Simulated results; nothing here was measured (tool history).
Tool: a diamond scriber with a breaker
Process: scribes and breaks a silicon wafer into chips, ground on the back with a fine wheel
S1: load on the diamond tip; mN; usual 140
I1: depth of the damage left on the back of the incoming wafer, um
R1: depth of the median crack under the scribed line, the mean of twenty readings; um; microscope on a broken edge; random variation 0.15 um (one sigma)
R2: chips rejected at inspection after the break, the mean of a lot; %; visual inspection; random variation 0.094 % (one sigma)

run 1 hour=0 | S1=140 | I1=1.59 | R1=12.16 R2=1.27
run 2 hour=69.6 | S1=140 | I1=2.26 | R1=11.92 R2=1.85
run 3 hour=143.1 | S1=140 | I1=1.72 | R1=11.81 R2=1.52
run 4 hour=222.4 | S1=140 | I1=2.89 | R1=11.68 R2=2.8
run 5 hour=277.3 | S1=140 | I1=2.63 | R1=11.38 R2=2.57
run 6 hour=340.8 | S1=155 | I1=1.87 | R1=12.52 R2=0.98
run 7 hour=416.9 | S1=155 | I1=1.62 | R1=12.82 R2=0.96
run 8 hour=479.1 | S1=155 | I1=2.18 | R1=12.64 R2=1.26
run 9 hour=544.1 | S1=140 | I1=1.62 | R1=11.36 R2=1.76
run 10 hour=691.9 | S1=156 | I1=1.65 | R1=12.78 R2=1
run 11 hour=770.7 | S1=170 | I1=1.92 | R1=13.17 R2=1.21
-- hour=802.2 diamond tip replaced by a new one
run 12 hour=848.1 | S1=176 | I1=2.69 | R1=14.59 R2=4.05
-- hour=883.8 load on the tip recalibrated
run 13 hour=920 | S1=113 | I1=1.87 | R1=10.07 R2=4.4
run 14 hour=992 | S1=140 | I1=1.99 | R1=11.99 R2=1.34
run 15 hour=1029.6 | S1=106 | I1=2.79 | R1=9.68 R2=9.18
run 16 hour=1095.6 | S1=124 | I1=2.12 | R1=10.79 R2=3.78
run 17 hour=1186.8 | S1=160 | I1=1.75 | R1=12.97 R2=0.95

Some steps in R1 between neighbouring runs. How much of each would the tool show without its hidden state too (settings, what came in, random variation), and how much is left for the hidden state, with any gauge scatter that isn't in both results?
The hidden state here: share of the diamond tip's cutting effectiveness lost through wear, %; deviation of the load on the tip from its setpoint, %.
Run 11 -> 12: S1 170 -> 176, diamond tip replaced by a new one. R1 +1.42 um: hidden state +1.1, all else +0.32.
Run 12 -> 13: S1 176 -> 113, load on the tip recalibrated. R1 -4.52 um: hidden state -0.11, all else -4.41.
